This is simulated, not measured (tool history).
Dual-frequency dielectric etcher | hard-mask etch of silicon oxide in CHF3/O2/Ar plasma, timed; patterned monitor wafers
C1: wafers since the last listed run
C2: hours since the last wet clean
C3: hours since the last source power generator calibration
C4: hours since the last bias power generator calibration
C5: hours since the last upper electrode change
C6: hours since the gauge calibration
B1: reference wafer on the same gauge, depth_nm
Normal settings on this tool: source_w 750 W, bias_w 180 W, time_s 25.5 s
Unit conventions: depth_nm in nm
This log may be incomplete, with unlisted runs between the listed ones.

{"run": 1, "hour": 0.0, "source_w": 750, "bias_w": 180, "time_s": 25.5, "C1": 0, "C2": 78.4, "C3": 2831.9, "C4": 1784.8, "C5": 3233.7, "C6": 670.6, "B1": 49.3, "depth_nm": 50.0}
{"run": 2, "hour": 33.2, "source_w": 750, "bias_w": 180, "time_s": 25.5, "C1": 510, "C2": 111.6, "C3": 2865.1, "C4": 1818.0, "C5": 3266.9, "C6": 703.8, "B1": 49.3, "depth_nm": 49.7}
{"run": 3, "hour": 71.4, "source_w": 750, "bias_w": 180, "time_s": 21.0, "C1": 587, "C2": 149.8, "C3": 2903.3, "C4": 1856.2, "C5": 3305.1, "C6": 742.0, "B1": 49.2, "depth_nm": 40.9}
{"run": 4, "hour": 102.7, "source_w": 750, "bias_w": 180, "time_s": 25.5, "C1": 481, "C2": 181.1, "C3": 2934.6, "C4": 1887.5, "C5": 3336.4, "C6": 773.3, "B1": 49.3, "depth_nm": 49.4}
{"run": 5, "hour": 142.9, "source_w": 750, "bias_w": 180, "time_s": 25.5, "C1": 618, "C2": 221.3, "C3": 2974.8, "C4": 1927.7, "C5": 3376.6, "C6": 813.5, "B1": 49.3, "depth_nm": 49.2}
{"run": 6, "hour": 196.7, "source_w": 750, "bias_w": 180, "time_s": 25.5, "C1": 827, "C2": 275.1, "C3": 3028.6, "C4": 1981.5, "C5": 3430.4, "C6": 867.3, "B1": 49.3, "depth_nm": 49.2}
{"hour": 246.4, "done": "wet clean of the chamber"}
{"run": 7, "hour": 265.1, "source_w": 750, "bias_w": 180, "time_s": 25.5, "C1": 682, "C2": 18.7, "C3": 3097.0, "C4": 2049.9, "C5": 3498.8, "C6": 935.7, "B1": 49.3, "depth_nm": 50.1}
{"run": 8, "hour": 311.4, "source_w": 750, "bias_w": 180, "time_s": 25.5, "C1": 711, "C2": 65.0, "C3": 3143.3, "C4": 2096.2, "C5": 3545.1, "C6": 982.0, "B1": 49.3, "depth_nm": 49.9}
{"run": 9, "hour": 379.4, "source_w": 750, "bias_w": 180, "time_s": 25.5, "C1": 1045, "C2": 133.0, "C3": 3211.3, "C4": 2164.2, "C5": 3613.1, "C6": 1050.0, "B1": 49.3, "depth_nm": 49.5}
{"run": 10, "hour": 435.0, "source_w": 750, "bias_w": 180, "time_s": 25.5, "C1": 854, "C2": 188.6, "C3": 3266.9, "C4": 2219.8, "C5": 3668.7, "C6": 1105.6, "B1": 49.3, "depth_nm": 49.5}
{"hour": 451.9, "done": "source power generator calibrated"}
{"run": 11, "hour": 539.6, "source_w": 750, "bias_w": 180, "time_s": 25.5, "C1": 1546, "C2": 293.2, "C3": 87.7, "C4": 2324.4, "C5": 3773.3, "C6": 1210.2, "B1": 49.3, "depth_nm": 48.8}
{"hour": 589.1, "done": "wet clean of the chamber"}
{"run": 12, "hour": 589.6, "source_w": 750, "bias_w": 180, "time_s": 25.5, "C1": 399, "C2": 0.5, "C3": 137.7, "C4": 2374.4, "C5": 3823.3, "C6": 1260.2, "B1": 49.3, "depth_nm": 50.3}
{"hour": 610.3, "done": "gauge calibrated"}
{"run": 13, "hour": 610.6, "source_w": 750, "bias_w": 180, "time_s": 25.5, "C1": 322, "C2": 21.5, "C3": 158.7, "C4": 2395.4, "C5": 3844.3, "C6": 0.3, "B1": 49.3, "depth_nm": 50.3}
{"hour": 625.4, "done": "bias power generator calibrated"}
{"run": 14, "hour": 646.8, "source_w": 750, "bias_w": 180, "time_s": 25.5, "C1": 495, "C2": 57.7, "C3": 194.9, "C4": 21.4, "C5": 3880.5, "C6": 36.5, "B1": 49.3, "depth_nm": 50.2}
{"run": 15, "hour": 709.1, "source_w": 840, "bias_w": 211, "time_s": 25.5, "C1": 957, "C2": 120.0, "C3": 257.2, "C4": 83.7, "C5": 3942.8, "C6": 98.8, "B1": 49.3, "depth_nm": 56.2}
{"run": 16, "hour": 773.4, "source_w": 750, "bias_w": 180, "time_s": 25.5, "C1": 988, "C2": 184.3, "C3": 321.5, "C4": 148.0, "C5": 4007.1, "C6": 163.1, "B1": 49.3, "depth_nm": 49.8}
{"run": 17, "hour": 803.2, "source_w": 750, "bias_w": 180, "time_s": 25.5, "C1": 458, "C2": 214.1, "C3": 351.3, "C4": 177.8, "C5": 4036.9, "C6": 192.9, "B1": 49.3, "depth_nm": 49.8}
{"run": 18, "hour": 870.4, "source_w": 690, "bias_w": 167, "time_s": 25.5, "C1": 1033, "C2": 281.3, "C3": 418.5, "C4": 245.0, "C5": 4104.1, "C6": 260.1, "B1": 49.3, "depth_nm": 45.7}
{"run": 19, "hour": 898.7, "source_w": 660, "bias_w": 180, "time_s": 31.5, "C1": 435, "C2": 309.6, "C3": 446.8, "C4": 273.3, "C5": 4132.4, "C6": 288.4, "B1": 49.3, "depth_nm": 56.8}
{"hour": 932.4, "done": "upper electrode replaced"}
{"hour": 934.2, "done": "wet clean of the chamber"}
{"run": 20, "hour": 934.7, "source_w": 750, "bias_w": 180, "time_s": 25.5, "C1": 156, "C2": 0.5, "C3": 482.8, "C4": 309.3, "C5": 2.3, "C6": 324.4, "B1": 49.3, "depth_nm": 50.2}
{"run": 21, "hour": 993.0, "source_w": 640, "bias_w": 209, "time_s": 23.0, "C1": 896, "C2": 58.8, "C3": 541.1, "C4": 367.6, "C5": 60.6, "C6": 382.7, "B1": 49.3, "depth_nm": 44.7}
{"run": 22, "hour": 1040.9, "source_w": 750, "bias_w": 180, "time_s": 22.0, "C1": 736, "C2": 106.7, "C3": 589.0, "C4": 415.5, "C5": 108.5, "C6": 430.6, "B1": 49.3, "depth_nm": 43.3}
{"run": 23, "hour": 1074.2, "source_w": 750, "bias_w": 180, "time_s": 25.5, "C1": 512, "C2": 140.0, "C3": 622.3, "C4": 448.8, "C5": 141.8, "C6": 463.9, "B1": 49.3, "depth_nm": 49.8}
{"run": 24, "hour": 1131.6, "source_w": 750, "bias_w": 208, "time_s": 29.0, "C1": 882, "C2": 197.4, "C3": 679.7, "C4": 506.2, "C5": 199.2, "C6": 521.3, "B1": 49.3, "depth_nm": 59.9}
{"run": 25, "hour": 1189.1, "source_w": 750, "bias_w": 180, "time_s": 25.5, "C1": 884, "C2": 254.9, "C3": 737.2, "C4": 563.7, "C5": 256.7, "C6": 578.8, "B1": 49.3, "depth_nm": 49.1}
{"run": 26, "hour": 1247.7, "source_w": 680, "bias_w": 140, "time_s": 25.5, "C1": 900, "C2": 313.5, "C3": 795.8, "C4": 622.3, "C5": 315.3, "C6": 637.4, "B1": 49.3, "depth_nm": 42.1}
{"hour": 1293.6, "done": "wet clean of the chamber"}
{"run": 27, "hour": 1294.1, "source_w": 650, "bias_w": 180, "time_s": 27.5, "C1": 344, "C2": 0.5, "C3": 842.2, "C4": 668.7, "C5": 361.7, "C6": 683.8, "B1": 49.3, "depth_nm": 50.5}
{"run": 28, "hour": 1311.5, "source_w": 750, "bias_w": 208, "time_s": 25.5, "C1": 267, "C2": 17.9, "C3": 859.6, "C4": 686.1, "C5": 379.1, "C6": 701.2, "B1": 49.3, "depth_nm": 53.6}

5 ways to go on from here, each from the tool as it stands after run 28. What would each give?
{"run": "A", "hour": 1311.9, "source_w": 750, "bias_w": 180, "time_s": 25.5, "C1": 6, "C2": 18.3, "C3": 860.0, "C4": 686.5, "C5": 379.5, "C6": 701.6, "B1": "?", "depth_nm": "?"}
{"run": "B", "hour": 1311.9, "source_w": 670, "bias_w": 150, "time_s": 21.0, "C1": 6, "C2": 18.3, "C3": 860.0, "C4": 686.5, "C5": 379.5, "C6": 701.6, "B1": "?", "depth_nm": "?"}
{"run": "C", "hour": 1311.9, "source_w": 840, "bias_w": 180, "time_s": 25.5, "C1": 6, "C2": 18.3, "C3": 860.0, "C4": 686.5, "C5": 379.5, "C6": 701.6, "B1": "?", "depth_nm": "?"}
{"run": "D", "hour": 1311.9, "source_w": 750, "bias_w": 192, "time_s": 25.5, "C1": 6, "C2": 18.3, "C3": 860.0, "C4": 686.5, "C5": 379.5, "C6": 701.6, "B1": "?", "depth_nm": "?"}
{"run": "E", "hour": 1311.9, "source_w": 750, "bias_w": 159, "time_s": 25.5, "C1": 6, "C2": 18.3, "C3": 860.0, "C4": 686.5, "C5": 379.5, "C6": 701.6, "B1": "?", "depth_nm": "?"}

run=A B1=49.3 depth_nm=49.9
run=B B1=49.3 depth_nm=36.1
run=C B1=49.3 depth_nm=52.4
run=D B1=49.3 depth_nm=51.3
run=E B1=49.3 depth_nm=47.3
The same runs, with their run-to-run variation unchanged, on a tool lacking any hidden condition would have given:
run=A depth_nm=50.1
run=B depth_nm=36.2
run=C depth_nm=52.7
run=D depth_nm=51.6
run=E depth_nm=47.5
